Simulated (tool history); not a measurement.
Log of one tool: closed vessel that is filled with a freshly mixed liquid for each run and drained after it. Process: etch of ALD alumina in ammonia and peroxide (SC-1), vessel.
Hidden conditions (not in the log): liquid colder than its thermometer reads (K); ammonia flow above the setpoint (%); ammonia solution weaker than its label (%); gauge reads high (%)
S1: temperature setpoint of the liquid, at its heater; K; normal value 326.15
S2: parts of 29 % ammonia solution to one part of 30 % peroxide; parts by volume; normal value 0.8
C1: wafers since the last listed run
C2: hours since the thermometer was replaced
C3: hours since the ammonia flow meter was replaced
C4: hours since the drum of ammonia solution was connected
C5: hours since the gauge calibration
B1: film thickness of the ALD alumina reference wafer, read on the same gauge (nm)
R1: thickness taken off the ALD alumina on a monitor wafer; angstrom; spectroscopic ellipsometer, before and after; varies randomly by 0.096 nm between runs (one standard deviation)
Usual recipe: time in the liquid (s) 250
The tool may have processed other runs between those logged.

Run 1, hour 0: usual settings; C1 0; C2 620.4; C3 745.9; C4 2.9; C5 721.8; B1 39.99. Result: R1 146.8 angstrom.
Run 2, hour 51.6: usual settings; C1 5652; C2 672; C3 797.5; C4 54.5; C5 773.4; B1 40. Result: R1 147.4 angstrom.
Run 3, hour 120: usual settings; C1 7492; C2 740.4; C3 865.9; C4 122.9; C5 841.8; B1 40.02. Result: R1 146.9 angstrom.
Run 4, hour 179.8: usual settings but S1 332.65 K, S2 0.95 parts by volume; C1 6550; C2 800.2; C3 925.7; C4 182.7; C5 901.6; B1 39.99. Result: R1 210 angstrom.
Run 5, hour 240.6: usual settings but S1 321.15 K; C1 6660; C2 861; C3 986.5; C4 243.5; C5 962.4; B1 40.01. Result: R1 110.9 angstrom.
Run 6, hour 303.4: usual settings but S1 323.15 K; C1 6879; C2 923.8; C3 1049.3; C4 306.3; C5 1025.2; B1 39.99. Result: R1 122.6 angstrom.
At hour 319.9: thermometer replaced.
Run 7, hour 347.2: usual settings but S1 323.15 K; C1 4688; C2 27.3; C3 1093.1; C4 350.1; C5 1069; B1 40.01. Result: R1 127.9 angstrom.
Run 8, hour 405.8: usual settings but S1 323.15 K; C1 6419; C2 85.9; C3 1151.7; C4 408.7; C5 1127.6; B1 40.03. Result: R1 127.5 angstrom.
At hour 429.3: ammonia flow meter replaced.
Run 9, hour 477: usual settings but S1 335.15 K; C1 7689; C2 157.1; C3 47.7; C4 479.9; C5 1198.8; B1 40. Result: R1 239.7 angstrom.
At hour 491.3: gauge calibrated.
Run 10, hour 545.7: usual settings but S1 319.65 K; C1 7525; C2 225.8; C3 116.4; C4 548.6; C5 54.4; B1 40. Result: R1 104.9 angstrom.
Run 11, hour 573.5: usual settings but S1 316.65 K; C1 3045; C2 253.6; C3 144.2; C4 576.4; C5 82.2; B1 40. Result: R1 88.1 angstrom.
Run 12, hour 610.8: usual settings but S1 316.65 K; C1 4085; C2 290.9; C3 181.5; C4 613.7; C5 119.5; B1 40.01. Result: R1 88 angstrom.
Run 13, hour 661.9: usual settings but S1 330.65 K; C1 5597; C2 342; C3 232.6; C4 664.8; C5 170.6; B1 40. Result: R1 186.5 angstrom.
Run 14, hour 704.1: usual settings; C1 4622; C2 384.2; C3 274.8; C4 707; C5 212.8; B1 40. Result: R1 148.1 angstrom.

Run 15 comes next. What will it give?
At hour 706: new drum of ammonia solution connected.
Run 15, hour 765.1: usual settings but S1 331.65 K, S2 0.4 parts by volume, time in the liquid (s) 360; C1 6572; C2 445.2; C3 335.8; C4 59.1; C5 273.8; B1 ?. Result: R1 ?.

B1: 40.01
R1: 265.5 angstrom
With the hidden condition absent and the run-to-run variation left alone, this run would have shown R1 272.4 angstrom.

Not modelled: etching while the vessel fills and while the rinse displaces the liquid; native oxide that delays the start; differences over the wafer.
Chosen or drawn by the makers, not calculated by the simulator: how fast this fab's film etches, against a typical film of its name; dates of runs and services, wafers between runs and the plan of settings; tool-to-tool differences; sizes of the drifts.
